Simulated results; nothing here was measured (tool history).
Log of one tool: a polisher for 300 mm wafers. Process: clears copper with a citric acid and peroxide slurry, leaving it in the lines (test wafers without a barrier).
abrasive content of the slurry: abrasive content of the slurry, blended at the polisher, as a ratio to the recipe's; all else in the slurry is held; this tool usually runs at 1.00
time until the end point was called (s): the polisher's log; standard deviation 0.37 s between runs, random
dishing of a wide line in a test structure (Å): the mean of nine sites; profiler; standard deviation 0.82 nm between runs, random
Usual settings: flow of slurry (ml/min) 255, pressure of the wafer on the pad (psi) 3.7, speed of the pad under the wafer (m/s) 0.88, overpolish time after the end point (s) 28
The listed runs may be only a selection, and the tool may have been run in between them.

run,hour,flow of slurry (ml/min),pressure of the wafer on the pad (psi),speed of the pad under the wafer (m/s),abrasive content of the slurry,overpolish time after the end point (s),wafers since the last listed run,wafers polished on this pad,hours since the slurry nozzle was cleaned,hours since the head pressure was calibrated,hours since the slurry blender was calibrated,"incoming thickness of the incoming film, nm",time until the end point was called (s),dishing of a wide line in a test structure (Å)
1,0.0,255,3.7,0.88,1.00,28,0,364,751.7,792.7,263.0,188.1,91.5,440
2,12.9,255,3.7,0.88,1.20,28,62,426,764.6,805.6,275.9,187.6,89.0,440
3,29.3,255,3.7,0.88,1.20,28,78,505,781.0,822.0,292.3,188.8,90.4,444
4,35.5,255,3.7,0.88,1.00,28,29,535,787.2,828.2,298.5,190.2,93.9,414
5,43.5,255,3.7,0.88,1.00,28,38,574,795.2,836.2,306.5,192.9,95.9,433
# hour 46.0: slurry nozzle cleaned
6,50.9,255,3.7,0.88,1.00,28,30,604,4.9,843.6,313.9,188.4,93.2,418
7,63.6,255,3.7,0.88,0.90,28,61,666,17.6,856.3,326.6,189.0,94.9,421
# hour 70.1: worn pad replaced by a new one
8,72.4,255,3.7,0.88,1.00,28,23,11,26.4,865.1,335.4,186.9,89.9,435
9,83.0,255,3.7,0.66,1.00,28,51,62,37.0,875.7,346.0,191.7,121.8,324
10,97.7,195,2.6,0.68,1.25,28,70,133,51.7,890.4,360.7,186.9,149.3,268
# hour 103.4: head pressure recalibrated
11,104.5,255,3.7,0.88,1.00,14,23,156,58.5,1.1,367.5,190.8,93.0,224
# hour 114.0: slurry blender recalibrated
12,115.0,255,3.7,0.72,1.00,28,40,197,69.0,11.6,1.0,187.2,105.5,367
13,123.0,255,3.7,0.70,1.00,28,38,235,77.0,19.6,9.0,187.8,109.4,365
14,132.8,255,3.7,0.88,1.00,28,47,282,86.8,29.4,18.8,189.5,87.9,443
15,143.0,185,3.7,0.88,1.00,28,49,331,97.0,39.6,29.0,190.4,93.4,423

Each row is a separate what-if for the run after 15, all from the same tool condition, not one after another. Results?
A,143.5,205,3.7,0.88,1.00,28,2,334,97.5,40.1,29.5,190.1,?,?
B,143.5,215,2.6,1.18,1.00,28,2,334,97.5,40.1,29.5,190.1,?,?
C,143.5,280,3.7,0.88,0.90,34,2,334,97.5,40.1,29.5,190.1,?,?

run,time until the end point was called (s),dishing of a wide line in a test structure (Å)
A,92.0,423
B,88.3,433
C,90.0,511
What these runs would have given with no unlogged condition in the tool:
run,time until the end point was called (s),dishing of a wide line in a test structure (Å)
A,89.2,435
B,85.6,445
C,87.2,525
